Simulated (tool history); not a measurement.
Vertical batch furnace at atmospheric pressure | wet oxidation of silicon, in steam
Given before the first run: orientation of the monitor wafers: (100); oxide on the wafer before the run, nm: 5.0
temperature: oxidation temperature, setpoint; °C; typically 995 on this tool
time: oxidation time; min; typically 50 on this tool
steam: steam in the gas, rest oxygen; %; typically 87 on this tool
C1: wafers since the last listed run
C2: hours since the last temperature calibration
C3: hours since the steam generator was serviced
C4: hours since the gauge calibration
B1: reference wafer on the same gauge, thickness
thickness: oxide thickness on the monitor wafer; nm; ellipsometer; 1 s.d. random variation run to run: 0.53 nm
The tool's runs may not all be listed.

run 1 hour=0 | temperature=995 time=50 steam=87 | C1=0 C2=2537 C3=2905.4 C4=41.8 | B1=319.02 | thickness=354
run 2 hour=11.3 | temperature=995 time=50 steam=87 | C1=257 C2=2548.3 C3=2916.7 C4=53.1 | B1=318.87 | thickness=353.89
run 3 hour=21 | temperature=995 time=50 steam=87 | C1=221 C2=2558 C3=2926.4 C4=62.8 | B1=318.66 | thickness=353.4
run 4 hour=37.1 | temperature=995 time=50 steam=87 | C1=367 C2=2574.1 C3=2942.5 C4=78.9 | B1=318.7 | thickness=353.35
run 5 hour=45.9 | temperature=995 time=50 steam=87 | C1=200 C2=2582.9 C3=2951.3 C4=87.7 | B1=318.54 | thickness=353.79
-- hour=81.8 steam generator serviced
run 6 hour=82.3 | temperature=995 time=61 steam=87 | C1=282 C2=2619.3 C3=0.5 C4=124.1 | B1=317.7 | thickness=404.52
run 7 hour=86.3 | temperature=995 time=61 steam=87 | C1=91 C2=2623.3 C3=4.5 C4=128.1 | B1=317.94 | thickness=404.36
run 8 hour=103.9 | temperature=995 time=35.5 steam=87 | C1=401 C2=2640.9 C3=22.1 C4=145.7 | B1=317.28 | thickness=274.99
-- hour=107.6 gauge calibrated
run 9 hour=112.5 | temperature=995 time=32.5 steam=94 | C1=196 C2=2649.5 C3=30.7 C4=4.9 | B1=318.89 | thickness=274.3
run 10 hour=125.9 | temperature=985 time=62.5 steam=77 | C1=305 C2=2662.9 C3=44.1 C4=18.3 | B1=318.72 | thickness=351.04
-- hour=151.9 thermocouples replaced and temperature profile calibrated
run 11 hour=152.4 | temperature=995 time=50 steam=87 | C1=57 C2=0.5 C3=70.6 C4=44.8 | B1=318.55 | thickness=353.08
run 12 hour=157.3 | temperature=983 time=42 steam=82 | C1=111 C2=5.4 C3=75.5 C4=49.7 | B1=318.58 | thickness=268.16
run 13 hour=171.5 | temperature=995 time=50 steam=87 | C1=323 C2=19.6 C3=89.7 C4=63.9 | B1=318.33 | thickness=352.8
run 14 hour=188.1 | temperature=1011 time=50 steam=83 | C1=378 C2=36.2 C3=106.3 C4=80.5 | B1=318.22 | thickness=385.72
run 15 hour=201.1 | temperature=1014 time=50 steam=82 | C1=296 C2=49.2 C3=119.3 C4=93.5 | B1=318.13 | thickness=390.41

For each entry between runs, how does the tool's hidden state at the last listed run before it compare with that at the first listed run after it?
After run 5, before run 6: steam generator serviced (hour 81.8)
  gauge reads high (%): -0.169 -> -0.373
  measured less the result without the state, thickness: -0.6 -> -1.52 nm
After run 8, before run 9: gauge calibrated (hour 107.6)
  gauge reads high (%): -0.526 -> -0.0839
  measured less the result without the state, thickness: -1.46 -> -0.23 nm
After run 10, before run 11: thermocouples replaced and temperature profile calibrated (hour 151.9)
  gauge reads high (%): -0.0921 -> -0.136
  measured less the result without the state, thickness: -0.32 -> -0.48 nm

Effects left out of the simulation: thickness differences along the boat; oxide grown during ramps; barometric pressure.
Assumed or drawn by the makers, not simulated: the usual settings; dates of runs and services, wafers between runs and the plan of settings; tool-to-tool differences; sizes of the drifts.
